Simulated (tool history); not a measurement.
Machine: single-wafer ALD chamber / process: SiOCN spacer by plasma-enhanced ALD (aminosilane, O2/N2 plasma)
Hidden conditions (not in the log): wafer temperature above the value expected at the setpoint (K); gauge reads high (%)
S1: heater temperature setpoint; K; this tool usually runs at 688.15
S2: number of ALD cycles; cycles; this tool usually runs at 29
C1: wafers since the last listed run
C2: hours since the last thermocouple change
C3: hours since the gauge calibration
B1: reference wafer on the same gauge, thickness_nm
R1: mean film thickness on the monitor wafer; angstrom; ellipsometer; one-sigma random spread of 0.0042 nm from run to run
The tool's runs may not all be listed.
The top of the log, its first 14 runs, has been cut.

Run 15, hour 352.3: usual settings but S1 697.15 K; C1 326; C2 2581.1; C3 426.1; B1 1.98. Result: R1 16.19 angstrom.
Run 16, hour 378.2: usual settings but S1 695.15 K, S2 34 cycles; C1 293; C2 2607; C3 452; B1 1.978. Result: R1 19.21 angstrom.
Run 17, hour 406: usual settings but S1 698.15 K, S2 25 cycles; C1 315; C2 2634.8; C3 479.8; B1 1.981. Result: R1 13.97 angstrom.
Run 18, hour 439.1: usual settings but S1 677.15 K, S2 26 cycles; C1 375; C2 2667.9; C3 512.9; B1 1.98. Result: R1 15.56 angstrom.
Run 19, hour 456.9: usual settings but S1 679.15 K, S2 34 cycles; C1 201; C2 2685.7; C3 530.7; B1 1.979. Result: R1 20.26 angstrom.
Run 20, hour 471.9: usual settings but S1 676.15 K, S2 31 cycles; C1 170; C2 2700.7; C3 545.7; B1 1.978. Result: R1 18.56 angstrom.
Run 21, hour 491.8: usual settings but S1 674.15 K, S2 33 cycles; C1 225; C2 2720.6; C3 565.6; B1 1.98. Result: R1 19.96 angstrom.
At hour 504.4: gauge calibrated.
At hour 522.8: thermocouple changed; heater temperature recalibrated.
Run 22, hour 526.9: usual settings; C1 307; C2 4.1; C3 22.5; B1 1.98. Result: R1 16.81 angstrom.
Run 23, hour 556.1: usual settings but S1 697.15 K, S2 27 cycles; C1 331; C2 33.3; C3 51.7; B1 1.98. Result: R1 15.13 angstrom.
Run 24, hour 571.2: usual settings but S1 699.15 K, S2 26 cycles; C1 171; C2 48.4; C3 66.8; B1 1.979. Result: R1 14.45 angstrom.
Run 25, hour 606.4: usual settings but S1 694.15 K; C1 399; C2 83.6; C3 102; B1 1.978. Result: R1 16.5 angstrom.
Run 26, hour 639.4: usual settings; C1 374; C2 116.6; C3 135; B1 1.98. Result: R1 16.71 angstrom.
Run 27, hour 666.2: usual settings but S2 33 cycles; C1 304; C2 143.4; C3 161.8; B1 1.981. Result: R1 19.08 angstrom.
Run 28, hour 695.1: usual settings but S1 692.15 K, S2 32 cycles; C1 327; C2 172.3; C3 190.7; B1 1.979. Result: R1 18.32 angstrom.
Run 29, hour 743.8: usual settings but S1 680.15 K, S2 31 cycles; C1 552; C2 221; C3 239.4; B1 1.98. Result: R1 18.32 angstrom.
Run 30, hour 762.4: usual settings but S1 674.15 K, S2 26 cycles; C1 211; C2 239.6; C3 258; B1 1.981. Result: R1 15.82 angstrom.
Run 31, hour 778: usual settings but S2 31 cycles; C1 176; C2 255.2; C3 273.6; B1 1.98. Result: R1 17.9 angstrom.
Run 32, hour 864.4: usual settings; C1 980; C2 341.6; C3 360; B1 1.98. Result: R1 16.82 angstrom.

Branching from run 32: 3 alternative next runs. What would each branch give?
Run A, hour 864.9: usual settings but S2 30 cycles; C1 5; C2 342.1; C3 360.5; B1 ?. Result: R1 ?.
Run B, hour 864.9: usual settings but S1 678.15 K, S2 35 cycles; C1 5; C2 342.1; C3 360.5; B1 ?. Result: R1 ?.
Run C, hour 864.9: usual settings but S1 694.15 K, S2 27 cycles; C1 5; C2 342.1; C3 360.5; B1 ?. Result: R1 ?.

run     B1     R1
  A  1.981  17.31
  B  1.981  20.87
  C  1.981  15.27
Take away the tool's hidden state, keep each run's random variation, and the runs would have read:
run     R1
  A  17.31
  B  20.87
  C  15.27
